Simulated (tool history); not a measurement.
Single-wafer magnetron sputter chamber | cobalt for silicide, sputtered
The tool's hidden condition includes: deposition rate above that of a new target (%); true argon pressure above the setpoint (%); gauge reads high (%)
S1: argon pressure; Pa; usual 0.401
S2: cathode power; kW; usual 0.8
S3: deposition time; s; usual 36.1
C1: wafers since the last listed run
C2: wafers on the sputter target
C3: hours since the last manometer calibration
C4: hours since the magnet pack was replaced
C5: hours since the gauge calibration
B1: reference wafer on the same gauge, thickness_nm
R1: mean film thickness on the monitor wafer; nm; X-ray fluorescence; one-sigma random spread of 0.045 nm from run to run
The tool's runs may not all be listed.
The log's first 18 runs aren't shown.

Run 19, day 7.979: usual settings but S1 0.337 Pa, S3 38.6 s; C1 123; C2 1810; C3 60.5; C4 132.8; C5 278.9; B1 11.802. Result: R1 15.178 nm.
Run 20, day 8.567: usual settings but S1 0.532 Pa; C1 218; C2 2028; C3 74.6; C4 146.9; C5 293; B1 11.794. Result: R1 13.48 nm.
Run 21, day 9.033: usual settings but S1 0.453 Pa; C1 173; C2 2201; C3 85.8; C4 158.1; C5 304.2; B1 11.802. Result: R1 13.826 nm.
Run 22, day 9.329: usual settings but S2 0.95 kW, S3 32.3 s; C1 109; C2 2311; C3 92.9; C4 165.2; C5 311.3; B1 11.798. Result: R1 14.826 nm.
Run 23, day 9.992: usual settings but S1 0.263 Pa, S3 40.9 s; C1 246; C2 2557; C3 108.8; C4 181.1; C5 327.2; B1 11.798. Result: R1 16.359 nm.
At day 10.612: gauge calibrated.
Run 24, day 10.692: usual settings but S2 0.6 kW, S3 34 s; C1 260; C2 2817; C3 125.6; C4 197.9; C5 1.9; B1 11.808. Result: R1 9.928 nm.
Run 25, day 11.317: usual settings; C1 232; C2 3050; C3 140.6; C4 212.9; C5 16.9; B1 11.809. Result: R1 13.917 nm.
Run 26, day 11.779: usual settings but S2 0.6 kW, S3 29.5 s; C1 171; C2 3221; C3 151.7; C4 224; C5 28; B1 11.798. Result: R1 8.568 nm.
Run 27, day 12.225: usual settings; C1 165; C2 3387; C3 162.4; C4 234.7; C5 38.7; B1 11.797. Result: R1 13.867 nm.
Run 28, day 12.629: usual settings; C1 150; C2 3537; C3 172.1; C4 244.4; C5 48.4; B1 11.796. Result: R1 13.922 nm.
Run 29, day 13.296: usual settings but S1 0.444 Pa, S2 0.95 kW; C1 247; C2 3785; C3 188.1; C4 260.4; C5 64.4; B1 11.799. Result: R1 16.249 nm.
Run 30, day 13.696: usual settings; C1 148; C2 3934; C3 197.7; C4 270; C5 74; B1 11.8. Result: R1 13.867 nm.
Run 31, day 14.246: usual settings but S1 0.326 Pa, S2 0.95 kW; C1 204; C2 4138; C3 210.9; C4 283.2; C5 87.2; B1 11.804. Result: R1 16.797 nm.
Run 32, day 14.912: usual settings but S2 0.75 kW; C1 247; C2 4386; C3 226.9; C4 299.2; C5 103.2; B1 11.798. Result: R1 12.94 nm.
Run 33, day 15.504: usual settings but S1 0.458 Pa, S3 41.8 s; C1 219; C2 4605; C3 241.1; C4 313.4; C5 117.4; B1 11.8. Result: R1 15.829 nm.
Run 34, day 16.171: usual settings; C1 247; C2 4853; C3 257.1; C4 329.4; C5 133.4; B1 11.799. Result: R1 13.843 nm.
Run 35, day 16.646: usual settings but S2 1 kW, S3 30.4 s; C1 176; C2 5030; C3 268.5; C4 340.8; C5 144.8; B1 11.801. Result: R1 14.504 nm.

Forecast each of these 4 alternatives for the next run:
Run A, day 16.662: usual settings; C1 6; C2 5036; C3 268.9; C4 341.2; C5 145.2; B1 ?. Result: R1 ?.
Run B, day 16.662: usual settings but S1 0.302 Pa, S2 0.7 kW, S3 41.1 s; C1 6; C2 5036; C3 268.9; C4 341.2; C5 145.2; B1 ?. Result: R1 ?.
Run C, day 16.662: usual settings but S3 41.7 s; C1 6; C2 5036; C3 268.9; C4 341.2; C5 145.2; B1 ?. Result: R1 ?.
Run D, day 16.662: usual settings but S1 0.465 Pa, S2 1 kW, S3 30 s; C1 6; C2 5036; C3 268.9; C4 341.2; C5 145.2; B1 ?. Result: R1 ?.

run      B1      R1
  A  11.804  13.859
  B  11.804  14.211
  C  11.804  16.009
  D  11.804  14.103
Without the tool's hidden state the same runs would have given:
run      R1
  A  14.118
  B  14.476
  C  16.308
  D  14.366
